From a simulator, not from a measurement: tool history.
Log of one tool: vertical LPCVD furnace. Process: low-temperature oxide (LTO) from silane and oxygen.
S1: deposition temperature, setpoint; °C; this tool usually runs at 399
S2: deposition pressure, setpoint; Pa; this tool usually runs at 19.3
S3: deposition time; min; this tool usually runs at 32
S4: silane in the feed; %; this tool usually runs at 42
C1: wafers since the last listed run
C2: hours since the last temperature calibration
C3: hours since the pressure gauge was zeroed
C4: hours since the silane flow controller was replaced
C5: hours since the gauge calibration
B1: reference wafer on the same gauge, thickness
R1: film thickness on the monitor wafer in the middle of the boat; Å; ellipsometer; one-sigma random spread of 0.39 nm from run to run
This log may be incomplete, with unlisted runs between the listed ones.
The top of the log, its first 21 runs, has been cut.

run 22 hour=271.8 | S1=391 S2=20.7 S3=32 S4=47 | C1=63 C2=8.2 C3=105.2 C4=170.5 C5=130.3 | B1=207.92 | R1=2362.4
run 23 hour=287.9 | S1=399 S2=19.3 S3=32 S4=42 | C1=267 C2=24.3 C3=121.3 C4=186.6 C5=146.4 | B1=208.05 | R1=2140.2
run 24 hour=300.8 | S1=399 S2=19.3 S3=32 S4=42 | C1=214 C2=37.2 C3=134.2 C4=199.5 C5=159.3 | B1=208.1 | R1=2133
run 25 hour=307.8 | S1=411 S2=19.3 S3=32 S4=39 | C1=116 C2=44.2 C3=141.2 C4=206.5 C5=166.3 | B1=207.96 | R1=2229.2
run 26 hour=317.1 | S1=399 S2=19.3 S3=32 S4=42 | C1=154 C2=53.5 C3=150.5 C4=215.8 C5=175.6 | B1=208.05 | R1=2133.1
run 27 hour=326.3 | S1=399 S2=19.3 S3=32 S4=40 | C1=152 C2=62.7 C3=159.7 C4=225 C5=184.8 | B1=208.01 | R1=2015.7
run 28 hour=338.4 | S1=399 S2=19.3 S3=32 S4=42 | C1=200 C2=74.8 C3=171.8 C4=237.1 C5=196.9 | B1=207.91 | R1=2135.8
run 29 hour=355.1 | S1=399 S2=19.3 S3=32 S4=42 | C1=277 C2=91.5 C3=188.5 C4=253.8 C5=213.6 | B1=207.9 | R1=2136.9
run 30 hour=364.7 | S1=396 S2=19.3 S3=36.5 S4=42 | C1=159 C2=101.1 C3=198.1 C4=263.4 C5=223.2 | B1=207.98 | R1=2353.5
run 31 hour=380.9 | S1=405 S2=19.3 S3=20 S4=42 | C1=268 C2=117.3 C3=214.3 C4=279.6 C5=239.4 | B1=207.99 | R1=1426.9
run 32 hour=394.8 | S1=407 S2=19.3 S3=32 S4=42 | C1=230 C2=131.2 C3=228.2 C4=293.5 C5=253.3 | B1=208.06 | R1=2325.3

Forecast each of these 3 alternatives for the next run:
run A hour=398.7 | S1=399 S2=18 S3=32 S4=42 | C1=64 C2=135.1 C3=232.1 C4=297.4 C5=257.2 | B1=? | R1=?
run B hour=398.7 | S1=390 S2=21.3 S3=40.5 S4=38 | C1=64 C2=135.1 C3=232.1 C4=297.4 C5=257.2 | B1=? | R1=?
run C hour=398.7 | S1=403 S2=19.3 S3=32 S4=42 | C1=64 C2=135.1 C3=232.1 C4=297.4 C5=257.2 | B1=? | R1=?

run=A B1=207.92 R1=1990
run=B B1=207.92 R1=2389.7
run=C B1=207.92 R1=2232.1
With no hidden state in the tool, these same runs would have given:
run=A R1=1991.5
run=B R1=2391.2
run=C R1=2233.6
